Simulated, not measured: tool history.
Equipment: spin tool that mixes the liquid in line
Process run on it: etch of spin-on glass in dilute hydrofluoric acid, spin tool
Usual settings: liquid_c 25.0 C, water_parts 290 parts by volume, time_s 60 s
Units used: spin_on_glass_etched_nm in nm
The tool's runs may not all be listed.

run     day  liquid_c  water_parts  time_s  read-back film thickness of the spin-on glass reference wafer, read on the same gauge (nm)  spin_on_glass_etched_nm
  1   0.000      28.5          290      60                                                                                      139.96                    13.40
      3.342  -- gauge calibrated
  2   3.758      28.5          290      60                                                                                      140.00                    13.41
  3   5.308      25.0          290      60                                                                                      139.98                    11.95
  4   9.708      25.0          290      60                                                                                      140.01                    12.10
  5  12.579      25.0          290      60                                                                                      140.01                    12.00
  6  15.404      21.5          290      60                                                                                      139.99                    10.68
  7  17.908      21.5          290      60                                                                                      139.99                    10.81
  8  21.708      25.0          385      60                                                                                      140.00                     8.42
  9  26.033      25.0          385      60                                                                                      139.99                     8.44
     28.250  -- thermometer replaced
 10  30.438      25.0          290      60                                                                                      140.02                    12.19
 11  34.000      25.0          330      60                                                                                      140.01                    10.45
 12  37.562      28.0          180      85                                                                                      140.00                    35.22
 13  40.100      26.5          290      95                                                                                      139.99                    20.60
     40.871  -- gauge calibrated
 14  43.225      28.0          290      75                                                                                      140.01                    17.27
 15  45.938      26.5          420      45                                                                                      140.01                     6.00
 16  48.788      25.0          350      60                                                                                      140.02                     9.72
     49.258  -- hydrofluoric acid flow meter replaced
 17  53.162      23.5          290      40                                                                                      139.98                     7.46
 18  55.562      26.5          290      95                                                                                      140.02                    19.70
 19  57.471      20.5          200      60                                                                                      139.97                    16.08
 20  59.233      29.0          165      60                                                                                      140.00                    27.48
 21  62.242      25.0          290      60                                                                                      139.96                    11.98

Consider 4 possible next runs. They are alternatives, not a sequence: every one starts from the tool as it was left by run 21. What does each give?
  A  62.258      25.0          290      45                                                                                           ?                        ?
  B  62.258      25.0          290      85                                                                                           ?                        ?
  C  62.258      28.0          340      60                                                                                           ?                        ?
  D  62.258      23.5          380      60                                                                                           ?                        ?

run  read-back film thickness of the spin-on glass reference wafer, read on the same gauge (nm)  spin_on_glass_etched_nm
  A                                                                                      139.98                     9.04
  B                                                                                      139.98                    17.07
  C                                                                                      139.98                    10.81
  D                                                                                      139.98                     8.03
Take away the tool's hidden state, keep each run's random variation, and the runs would have read:
run  spin_on_glass_etched_nm
  A                     8.88
  B                    16.77
  C                    10.61
  D                     7.88
